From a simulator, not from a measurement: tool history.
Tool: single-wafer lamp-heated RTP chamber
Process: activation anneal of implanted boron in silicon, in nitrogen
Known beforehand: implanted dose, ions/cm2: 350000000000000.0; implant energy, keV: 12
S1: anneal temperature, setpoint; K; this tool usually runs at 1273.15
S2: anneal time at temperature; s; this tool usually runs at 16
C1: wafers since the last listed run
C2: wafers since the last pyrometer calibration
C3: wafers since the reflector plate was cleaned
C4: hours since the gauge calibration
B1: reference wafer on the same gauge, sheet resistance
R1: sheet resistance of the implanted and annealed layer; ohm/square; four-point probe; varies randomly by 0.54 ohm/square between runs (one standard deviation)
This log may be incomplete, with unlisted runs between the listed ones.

{"run": 1, "day": 0.0, "S1": 1273.15, "S2": 21, "C1": 0, "C2": 5533, "C3": 9085, "C4": 731.8, "B1": 306.93, "R1": 321.56}
{"day": 1.738, "done": "pyrometer window cleaned and pyrometer calibrated"}
{"run": 2, "day": 1.812, "S1": 1273.15, "S2": 21, "C1": 651, "C2": 32, "C3": 9737, "C4": 775.3, "B1": 306.95, "R1": 321.11}
{"day": 3.642, "done": "reflector plate cleaned"}
{"run": 3, "day": 5.012, "S1": 1273.15, "S2": 21, "C1": 1263, "C2": 1295, "C3": 603, "C4": 852.1, "B1": 307.04, "R1": 320.88}
{"run": 4, "day": 8.275, "S1": 1293.15, "S2": 16, "C1": 1437, "C2": 2732, "C3": 2041, "C4": 930.4, "B1": 307.11, "R1": 319.55}
{"run": 5, "day": 9.917, "S1": 1293.15, "S2": 16, "C1": 723, "C2": 3455, "C3": 2764, "C4": 969.8, "B1": 307.07, "R1": 318.79}
{"run": 6, "day": 14.275, "S1": 1292.15, "S2": 16, "C1": 1920, "C2": 5376, "C3": 4685, "C4": 1074.4, "B1": 306.97, "R1": 319.08}
{"run": 7, "day": 15.8, "S1": 1257.15, "S2": 16, "C1": 671, "C2": 6048, "C3": 5356, "C4": 1111, "B1": 306.97, "R1": 329.97}
{"run": 8, "day": 19.146, "S1": 1257.15, "S2": 16, "C1": 1474, "C2": 7522, "C3": 6831, "C4": 1191.3, "B1": 306.99, "R1": 329.69}
{"day": 20.55, "done": "pyrometer window cleaned and pyrometer calibrated"}
{"run": 9, "day": 20.975, "S1": 1257.15, "S2": 16, "C1": 659, "C2": 186, "C3": 7490, "C4": 1235.2, "B1": 306.92, "R1": 329.07}
{"day": 22.988, "done": "gauge calibrated"}
{"run": 10, "day": 24.842, "S1": 1281.15, "S2": 16, "C1": 1703, "C2": 1890, "C3": 9193, "C4": 44.5, "B1": 306.99, "R1": 319.16}
{"run": 11, "day": 27.771, "S1": 1273.15, "S2": 16, "C1": 1290, "C2": 3180, "C3": 10484, "C4": 114.8, "B1": 307.06, "R1": 321.45}
{"run": 12, "day": 29.592, "S1": 1246.15, "S2": 12, "C1": 802, "C2": 3982, "C3": 11286, "C4": 158.5, "B1": 306.95, "R1": 337.8}
{"day": 32.512, "done": "reflector plate cleaned"}
{"run": 13, "day": 34.238, "S1": 1273.15, "S2": 16, "C1": 1900, "C2": 5883, "C3": 760, "C4": 270, "B1": 306.95, "R1": 321}
{"day": 35.754, "done": "pyrometer window cleaned and pyrometer calibrated"}
{"run": 14, "day": 36.692, "S1": 1273.15, "S2": 11, "C1": 934, "C2": 412, "C3": 1694, "C4": 328.9, "B1": 306.95, "R1": 321.68}
{"run": 15, "day": 39.171, "S1": 1290.15, "S2": 24, "C1": 1092, "C2": 1505, "C3": 2787, "C4": 388.4, "B1": 307.01, "R1": 317.48}
{"run": 16, "day": 43.146, "S1": 1273.15, "S2": 23, "C1": 1751, "C2": 3256, "C3": 4538, "C4": 483.8, "B1": 306.94, "R1": 319.27}
{"day": 45.288, "done": "reflector plate cleaned, repeated, since the last time left the tool worse"}
{"run": 17, "day": 45.308, "S1": 1261.15, "S2": 24, "C1": 805, "C2": 4062, "C3": 9, "C4": 535.7, "B1": 307.17, "R1": 325.39}

Run 18, settings as shown, results not yet in. Your forecast:
{"day": 53.262, "done": "pyrometer window cleaned and pyrometer calibrated"}
{"run": 18, "day": 55.979, "S1": 1273.15, "S2": 16, "C1": 4554, "C2": 1196, "C3": 4564, "C4": 791.8, "B1": "?", "R1": "?"}

{"run 18": {"B1": 306.93, "R1": 322.12}}
If the tool had no hidden condition, the same run with the same run-to-run variation would have returned R1 322.51 ohm/square.

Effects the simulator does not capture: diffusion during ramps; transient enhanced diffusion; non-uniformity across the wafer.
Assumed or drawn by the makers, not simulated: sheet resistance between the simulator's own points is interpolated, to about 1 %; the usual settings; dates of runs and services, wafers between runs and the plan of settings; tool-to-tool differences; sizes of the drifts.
